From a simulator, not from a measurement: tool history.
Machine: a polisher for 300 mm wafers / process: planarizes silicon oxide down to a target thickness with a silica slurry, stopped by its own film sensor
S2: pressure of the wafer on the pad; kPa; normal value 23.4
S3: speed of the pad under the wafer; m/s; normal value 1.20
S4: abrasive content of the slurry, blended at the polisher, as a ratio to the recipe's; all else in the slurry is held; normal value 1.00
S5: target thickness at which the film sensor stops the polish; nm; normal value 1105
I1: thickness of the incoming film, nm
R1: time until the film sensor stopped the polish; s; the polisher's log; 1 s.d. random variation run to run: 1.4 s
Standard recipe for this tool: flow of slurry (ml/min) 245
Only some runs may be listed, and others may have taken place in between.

Run 1, day 0.000: usual settings but S3 0.98 m/s, S4 1.15; I1 1388.6. Result: R1 99.9 s.
Run 2, day 1.333: usual settings; I1 1373.9. Result: R1 87.0 s.
At day 2.067: worn pad replaced by a new one.
Run 3, day 2.192: usual settings; I1 1356.9. Result: R1 83.0 s.
Run 4, day 2.888: usual settings; I1 1397.7. Result: R1 100.5 s.
Run 5, day 4.267: usual settings; I1 1357.5. Result: R1 87.0 s.
Run 6, day 5.017: usual settings but flow of slurry (ml/min) 205, S3 1.00 m/s; I1 1385.1. Result: R1 114.0 s.
Run 7, day 6.146: usual settings but flow of slurry (ml/min) 205, S3 1.00 m/s; I1 1357.5. Result: R1 101.3 s.
Run 8, day 6.875: usual settings but flow of slurry (ml/min) 205, S3 1.00 m/s; I1 1364.9. Result: R1 107.7 s.
At day 7.554: worn pad replaced by a new one.
At day 7.808: slurry nozzle cleaned.
Run 9, day 8.088: usual settings; I1 1400.7. Result: R1 111.5 s.
Run 10, day 9.596: usual settings; I1 1373.2. Result: R1 102.1 s.
At day 10.317: slurry blender recalibrated.
Run 11, day 10.529: usual settings; I1 1350.5. Result: R1 85.6 s.
Run 12, day 11.750: usual settings; I1 1347.5. Result: R1 85.1 s.
At day 12.933: conditioning disc replaced and pad reconditioned.
Run 13, day 13.179: usual settings but S2 15.2 kPa, S3 0.78 m/s, S4 0.75, S5 1130 nm; I1 1389.8. Result: R1 163.7 s.
At day 13.425: worn pad replaced by a new one.
Run 14, day 14.179: usual settings; I1 1384.4. Result: R1 90.2 s.
Run 15, day 15.238: usual settings but flow of slurry (ml/min) 205, S3 1.00 m/s; I1 1383.3. Result: R1 102.6 s.
Run 16, day 16.538: usual settings but S3 0.98 m/s; I1 1381.7. Result: R1 104.7 s.
Run 17, day 17.912: usual settings but flow of slurry (ml/min) 160, S2 26.2 kPa; I1 1400.1. Result: R1 96.5 s.
At day 18.346: worn pad replaced by a new one.
Run 18, day 18.975: usual settings but S2 18.6 kPa, S3 1.00 m/s, S4 0.85, S5 1057 nm; I1 1372.4. Result: R1 148.6 s.
At day 19.783: head pressure recalibrated.
Run 19, day 20.242: usual settings; I1 1383.4. Result: R1 96.8 s.
Run 20, day 21.379: usual settings but S2 25.5 kPa; I1 1395.1. Result: R1 96.8 s.
Run 21, day 23.258: usual settings; I1 1386.0. Result: R1 104.2 s.
At day 24.050: worn pad replaced by a new one.
Run 22, day 24.333: usual settings but S3 1.08 m/s, S4 1.25; I1 1380.9. Result: R1 105.5 s.
Run 23, day 25.829: usual settings but flow of slurry (ml/min) 280, S2 17.2 kPa; I1 1374.8. Result: R1 138.4 s.
At day 26.271: slurry blender recalibrated.
Run 24, day 27.008: usual settings but S5 1178 nm; I1 1359.2. Result: R1 63.1 s.

Here are 5 independent what-if runs from the current tool condition. What would each one return?
Run A, day 27.029: usual settings; I1 1366.4. Result: R1 ?.
Run B, day 27.029: usual settings but flow of slurry (ml/min) 190, S3 0.98 m/s, S5 1172 nm; I1 1366.4. Result: R1 ?.
Run C, day 27.029: usual settings but S2 17.9 kPa; I1 1366.4. Result: R1 ?.
Run D, day 27.029: usual settings but S5 1023 nm; I1 1366.4. Result: R1 ?.
Run E, day 27.029: usual settings but S2 31.7 kPa; I1 1366.4. Result: R1 ?.

run     R1
  A   94.7
  B   80.4
  C  116.2
  D  124.4
  E   74.8
Without the tool's hidden state the same runs would have given:
run     R1
  A   83.4
  B   71.7
  C  104.4
  D  109.6
  E   64.0
